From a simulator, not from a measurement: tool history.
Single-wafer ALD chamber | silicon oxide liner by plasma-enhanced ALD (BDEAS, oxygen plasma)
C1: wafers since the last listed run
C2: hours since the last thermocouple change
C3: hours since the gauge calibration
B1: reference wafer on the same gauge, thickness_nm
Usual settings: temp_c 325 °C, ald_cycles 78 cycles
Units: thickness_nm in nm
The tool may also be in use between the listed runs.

{"run": 1, "day": 0.0, "temp_c": 325, "ald_cycles": 78, "C1": 0, "C2": 1365.8, "C3": 372.4, "B1": 6.112, "thickness_nm": 6.61}
{"run": 2, "day": 4.367, "temp_c": 325, "ald_cycles": 78, "C1": 315, "C2": 1470.6, "C3": 477.2, "B1": 6.111, "thickness_nm": 6.583}
{"run": 3, "day": 9.775, "temp_c": 325, "ald_cycles": 78, "C1": 390, "C2": 1600.4, "C3": 607, "B1": 6.091, "thickness_nm": 6.584}
{"run": 4, "day": 13.817, "temp_c": 332, "ald_cycles": 67, "C1": 291, "C2": 1697.4, "C3": 704, "B1": 6.069, "thickness_nm": 5.564}
{"run": 5, "day": 16.212, "temp_c": 325, "ald_cycles": 78, "C1": 172, "C2": 1754.9, "C3": 761.5, "B1": 6.066, "thickness_nm": 6.549}
{"day": 17.992, "done": "gauge calibrated"}
{"run": 6, "day": 18.479, "temp_c": 325, "ald_cycles": 78, "C1": 163, "C2": 1809.3, "C3": 11.7, "B1": 6.122, "thickness_nm": 6.63}
{"run": 7, "day": 22.754, "temp_c": 325, "ald_cycles": 86, "C1": 308, "C2": 1911.9, "C3": 114.3, "B1": 6.125, "thickness_nm": 7.307}
{"day": 25.567, "done": "thermocouple changed; heater temperature recalibrated"}
{"run": 8, "day": 25.588, "temp_c": 336, "ald_cycles": 74, "C1": 180, "C2": 0.5, "C3": 182.3, "B1": 6.119, "thickness_nm": 6.172}
{"run": 9, "day": 29.154, "temp_c": 312, "ald_cycles": 84, "C1": 257, "C2": 86.1, "C3": 267.9, "B1": 6.108, "thickness_nm": 7.25}
{"run": 10, "day": 32.108, "temp_c": 319, "ald_cycles": 93, "C1": 213, "C2": 157, "C3": 338.8, "B1": 6.114, "thickness_nm": 7.969}
{"run": 11, "day": 34.242, "temp_c": 333, "ald_cycles": 85, "C1": 153, "C2": 208.2, "C3": 390, "B1": 6.111, "thickness_nm": 7.088}
{"run": 12, "day": 36.525, "temp_c": 331, "ald_cycles": 68, "C1": 164, "C2": 263, "C3": 444.8, "B1": 6.099, "thickness_nm": 5.687}
{"run": 13, "day": 39.708, "temp_c": 325, "ald_cycles": 78, "C1": 229, "C2": 339.4, "C3": 521.2, "B1": 6.098, "thickness_nm": 6.6}
{"run": 14, "day": 41.825, "temp_c": 330, "ald_cycles": 78, "C1": 152, "C2": 390.2, "C3": 572, "B1": 6.09, "thickness_nm": 6.519}

Forecast each of these 3 alternatives for the next run:
{"run": "A", "day": 41.846, "temp_c": 325, "ald_cycles": 78, "C1": 1, "C2": 390.7, "C3": 572.5, "B1": "?", "thickness_nm": "?"}
{"run": "B", "day": 41.846, "temp_c": 335, "ald_cycles": 89, "C1": 1, "C2": 390.7, "C3": 572.5, "B1": "?", "thickness_nm": "?"}
{"run": "C", "day": 41.846, "temp_c": 325, "ald_cycles": 70, "C1": 1, "C2": 390.7, "C3": 572.5, "B1": "?", "thickness_nm": "?"}

run=A B1=6.085 thickness_nm=6.601
run=B B1=6.085 thickness_nm=7.408
run=C B1=6.085 thickness_nm=5.924
Without the tool's hidden state the same runs would have given:
run=A thickness_nm=6.635
run=B thickness_nm=7.446
run=C thickness_nm=5.955
